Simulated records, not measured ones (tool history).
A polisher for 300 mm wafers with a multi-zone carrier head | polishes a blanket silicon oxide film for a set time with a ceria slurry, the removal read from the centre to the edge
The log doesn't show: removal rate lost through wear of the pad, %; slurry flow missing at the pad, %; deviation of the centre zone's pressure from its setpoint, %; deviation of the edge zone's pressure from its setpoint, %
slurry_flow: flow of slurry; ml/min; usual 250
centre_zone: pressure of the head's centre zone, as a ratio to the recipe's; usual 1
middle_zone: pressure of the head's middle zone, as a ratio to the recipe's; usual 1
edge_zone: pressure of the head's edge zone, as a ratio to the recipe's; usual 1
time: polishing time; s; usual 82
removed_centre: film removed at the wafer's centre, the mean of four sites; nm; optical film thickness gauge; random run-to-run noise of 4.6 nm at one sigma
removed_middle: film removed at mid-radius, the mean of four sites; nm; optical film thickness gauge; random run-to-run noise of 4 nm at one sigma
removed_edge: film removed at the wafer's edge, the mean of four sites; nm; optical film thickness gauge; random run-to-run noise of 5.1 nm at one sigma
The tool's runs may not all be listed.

| run | hour | slurry_flow | centre_zone | middle_zone | edge_zone | time | wafers since the last listed run | wafers polished on this pad | hours since the slurry nozzle was cleaned | hours since the centre zone pressure was calibrated | hours since the edge zone pressure was calibrated | hours since the carrier head's membrane was replaced | incoming thickness of the incoming film, nm | removed_centre | removed_middle | removed_edge |
|---|---|---|---|---|---|---|---|---|---|---|---|---|---|---|---|---|
| 1 | 0 | 250 | 0.95 | 1 | 1 | 82 | 0 | 5187 | 296.3 | 658.7 | 455.8 | 56.8 | 1908.3 | 330.4 | 402.6 | 393.8 |
| 2 | 64.8 | 250 | 1 | 1 | 1.05 | 82 | 443 | 5631 | 361.1 | 723.5 | 520.6 | 121.6 | 1875.9 | 355.5 | 403.8 | 402 |
| 3 | 127.9 | 325 | 0.93 | 1 | 1.04 | 64 | 431 | 6062 | 424.2 | 786.6 | 583.7 | 184.7 | 1856.3 | 258.8 | 322 | 327.4 |
|  | 134.5 | worn pad replaced by a new one |
|  | 200.2 | centre zone pressure recalibrated, repeated, since the last time left the tool worse |
| 4 | 305.6 | 250 | 1 | 1 | 1 | 68 | 1175 | 1157 | 601.9 | 105.4 | 761.4 | 362.4 | 1886.8 | 329.2 | 327.1 | 319.2 |
| 5 | 359.2 | 220 | 1.08 | 1 | 1 | 102 | 366 | 1524 | 655.5 | 159 | 815 | 416 | 1874.9 | 514.3 | 482.4 | 478.4 |
| 6 | 397.9 | 200 | 1 | 1 | 0.94 | 82 | 264 | 1789 | 694.2 | 197.7 | 853.7 | 454.7 | 1863 | 394.1 | 382.7 | 384.3 |
| 7 | 440 | 175 | 0.93 | 1 | 0.96 | 89 | 288 | 2077 | 736.3 | 239.8 | 895.8 | 496.8 | 1844.2 | 377.7 | 406.9 | 401.7 |
| 8 | 511.3 | 250 | 1 | 1 | 1 | 82 | 488 | 2565 | 807.6 | 311.1 | 967.1 | 568.1 | 1886.8 | 408.5 | 391.2 | 390.1 |
|  | 529.6 | slurry nozzle cleaned |
| 9 | 608.2 | 175 | 1 | 1.08 | 1 | 82 | 656 | 3222 | 78.6 | 408 | 1064 | 665 | 1855.7 | 382.7 | 390.4 | 376.8 |
|  | 676.4 | edge zone pressure recalibrated |
| 10 | 705.1 | 325 | 0.92 | 1 | 1 | 82 | 649 | 3872 | 175.5 | 504.9 | 28.7 | 761.9 | 1879.8 | 381.5 | 411.8 | 394.4 |
| 11 | 789.2 | 250 | 1 | 0.97 | 0.88 | 82 | 575 | 4447 | 259.6 | 589 | 112.8 | 846 | 1862.1 | 401.9 | 396.5 | 382.1 |
|  | 803.9 | carrier head's membrane replaced by a new one |
| 12 | 896.2 | 275 | 0.93 | 1 | 1.05 | 69 | 698 | 5145 | 366.6 | 696 | 219.8 | 92.3 | 1850.3 | 323.8 | 329.7 | 334.6 |
| 13 | 949.8 | 250 | 0.9 | 0.91 | 1 | 82 | 366 | 5512 | 420.2 | 749.6 | 273.4 | 145.9 | 1877.5 | 368.8 | 372.6 | 390 |
| 14 | 988.2 | 250 | 1.05 | 0.94 | 1 | 82 | 262 | 5775 | 458.6 | 788 | 311.8 | 184.3 | 1905.1 | 432.2 | 384.7 | 392.1 |
|  | 1042.3 | worn pad replaced by a new one |
| 15 | 1088.6 | 250 | 0.94 | 1.11 | 0.9 | 103 | 659 | 316 | 559 | 888.4 | 412.2 | 284.7 | 1888.5 | 488.3 | 524.5 | 489.4 |
| 16 | 1195.1 | 250 | 0.91 | 0.93 | 1 | 82 | 729 | 1045 | 665.5 | 994.9 | 518.7 | 391.2 | 1851.8 | 377.8 | 375.4 | 401.7 |
|  | 1223.2 | slurry nozzle cleaned |
| 17 | 1299 | 250 | 1 | 1 | 1 | 82 | 704 | 1750 | 75.8 | 1098.8 | 622.6 | 495.1 | 1870.8 | 417.7 | 388.8 | 402.9 |
| 18 | 1347 | 250 | 1 | 1 | 1.04 | 82 | 328 | 2078 | 123.8 | 1146.8 | 670.6 | 543.1 | 1862.8 | 427.9 | 399.3 | 404.4 |
| 19 | 1438.9 | 250 | 1 | 1 | 1 | 82 | 629 | 2707 | 215.7 | 1238.7 | 762.5 | 635 | 1890.5 | 428.2 | 398.1 | 388.1 |
| 20 | 1495.3 | 250 | 1 | 1 | 1 | 82 | 386 | 3093 | 272.1 | 1295.1 | 818.9 | 691.4 | 1869 | 435.7 | 394.8 | 400.8 |
|  | 1508.4 | centre zone pressure recalibrated |
| 21 | 1655.4 | 250 | 1 | 0.9 | 1.1 | 56 | 1082 | 4176 | 432.2 | 147 | 979 | 851.5 | 1838.8 | 266.4 | 252.7 | 279.7 |
|  | 1677.9 | carrier head's membrane replaced by a new one |
| 22 | 1693.3 | 200 | 0.9 | 1.08 | 1 | 60 | 225 | 4401 | 470.1 | 184.9 | 1016.9 | 15.4 | 1851.8 | 250.6 | 295 | 275.2 |
|  | 1754.9 | worn pad replaced by a new one |
| 23 | 1761.3 | 315 | 0.97 | 1 | 1 | 82 | 438 | 44 | 538.1 | 252.9 | 1084.9 | 83.4 | 1864.4 | 387.4 | 401.2 | 414.2 |

Give the tool's hidden conditions for every run:
removal rate lost through wear of the pad, %: 0, the same for each run
slurry flow missing at the pad, %: 0, the same for each run
deviation of the edge zone's pressure from its setpoint, %: 0, the same for each run
H1: deviation of the centre zone's pressure from its setpoint, %
| run | H1 |
|---|---|
| 1 | -11.3 |
| 2 | -10.9 |
| 3 | -10.4 |
| 4 | 1.6 |
| 5 | 1.66 |
| 6 | 1.73 |
| 7 | 1.82 |
| 8 | 2.01 |
| 9 | 2.35 |
| 10 | 2.78 |
| 11 | 3.23 |
| 12 | 3.89 |
| 13 | 4.27 |
| 14 | 4.56 |
| 15 | 5.38 |
| 16 | 6.35 |
| 17 | 7.41 |
| 18 | 7.93 |
| 19 | 9 |
| 20 | 9.69 |
| 21 | -0.854 |
| 22 | -0.793 |
| 23 | -0.648 |
